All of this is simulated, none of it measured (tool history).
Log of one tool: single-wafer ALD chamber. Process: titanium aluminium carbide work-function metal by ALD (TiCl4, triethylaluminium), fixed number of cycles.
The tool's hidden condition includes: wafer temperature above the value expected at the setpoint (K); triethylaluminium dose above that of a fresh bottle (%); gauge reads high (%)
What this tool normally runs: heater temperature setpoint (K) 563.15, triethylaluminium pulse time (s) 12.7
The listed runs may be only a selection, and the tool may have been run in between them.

run	day	heater temperature setpoint (K)	triethylaluminium pulse time (s)	wafers since the last listed run	hours since the last thermocouple change	hours since the last triethylaluminium bottle change	hours since the showerhead was replaced	hours since the gauge calibration	read-back reference wafer on the same gauge, thickness_nm	mean film thickness on the monitor wafer (nm)
1	0	555.15	12.7	0	1398.8	1107.2	0.9	246.8	1.879	1.665
2	0.467	563.15	12.7	78	1410	1118.4	12.1	258	1.878	1.739
3	1.083	563.15	12.7	103	1424.8	1133.2	26.9	272.8	1.882	1.73
4	1.525	563.15	12.7	74	1435.4	1143.8	37.5	283.4	1.879	1.736
5	1.817	563.15	12.7	48	1442.4	1150.8	44.5	290.4	1.88	1.736
6	2.075	563.15	12.7	43	1448.6	1157	50.7	296.6	1.879	1.734
7	2.371	563.15	12.7	49	1455.7	1164.1	57.8	303.7	1.88	1.734
8	2.658	563.15	11.59	48	1462.6	1171	64.7	310.6	1.878	1.699
# day 2.888: gauge calibrated
9	3.158	563.15	11.59	83	1474.6	1183	76.7	6.5	1.881	1.698
10	3.467	563.15	12.7	51	1482	1190.4	84.1	13.9	1.88	1.73
11	4.1	576.15	9.96	106	1497.2	1205.6	99.3	29.1	1.883	1.736
12	4.671	563.15	12.7	95	1510.9	1219.3	113	42.8	1.879	1.735
13	5.071	563.15	14.35	67	1520.5	1228.9	122.6	52.4	1.88	1.776
# day 5.625: thermocouple changed; heater temperature recalibrated
14	6.104	552.15	12.7	117	11.5	1253.7	147.4	77.2	1.88	1.645
15	6.538	555.15	15.49	72	21.9	1264.1	157.8	87.6	1.881	1.718
16	7.042	557.15	17.64	84	34	1276.2	169.9	99.7	1.879	1.761
17	7.325	563.15	12.7	47	40.8	1283	176.7	106.5	1.881	1.731
18	7.633	550.15	10.71	51	48.2	1290.4	184.1	113.9	1.88	1.561
19	9.4	563.15	14.22	296	90.6	1332.8	226.5	156.3	1.879	1.766
20	10	549.15	10.74	100	105	1347.2	240.9	170.7	1.882	1.555
21	10.65	577.15	17.15	108	120.6	1362.8	256.5	186.3	1.879	1.924
22	10.904	567.15	12.7	42	126.7	1368.9	262.6	192.4	1.88	1.765
# day 11.379: triethylaluminium bottle replaced
23	11.546	568.15	12.7	51	142.1	4	278	207.8	1.881	1.867
24	12.138	573.15	10.6	99	156.3	18.2	292.2	222	1.879	1.865
25	12.838	563.15	12.7	117	173.1	35	309	238.8	1.882	1.812
26	13.225	563.15	17.47	64	182.4	44.3	318.3	248.1	1.877	1.85
27	13.892	555.15	17.49	111	198.4	60.3	334.3	264.1	1.879	1.781
28	14.304	574.15	12.7	69	208.3	70.2	344.2	274	1.881	1.906
29	15.008	577.15	12.7	118	225.2	87.1	361.1	290.9	1.877	1.924
30	15.55	569.15	12.7	90	238.2	100.1	374.1	303.9	1.881	1.854
31	16.05	563.15	9.95	83	250.2	112.1	386.1	315.9	1.879	1.748
32	16.342	577.15	9.62	48	257.2	119.1	393.1	322.9	1.879	1.837

What would each run have given without the hidden state, its run-to-run variation left as it was?
run	mean film thickness on the monitor wafer (nm)
1	1.757
2	1.835
3	1.826
4	1.834
5	1.833
6	1.831
7	1.832
8	1.819
9	1.819
10	1.828
11	1.909
12	1.834
13	1.848
14	1.74
15	1.774
16	1.798
17	1.832
18	1.697
19	1.843
20	1.692
21	1.969
22	1.87
23	1.88
24	1.891
25	1.829
26	1.855
27	1.786
28	1.93
29	1.951
30	1.882
31	1.803
32	1.901
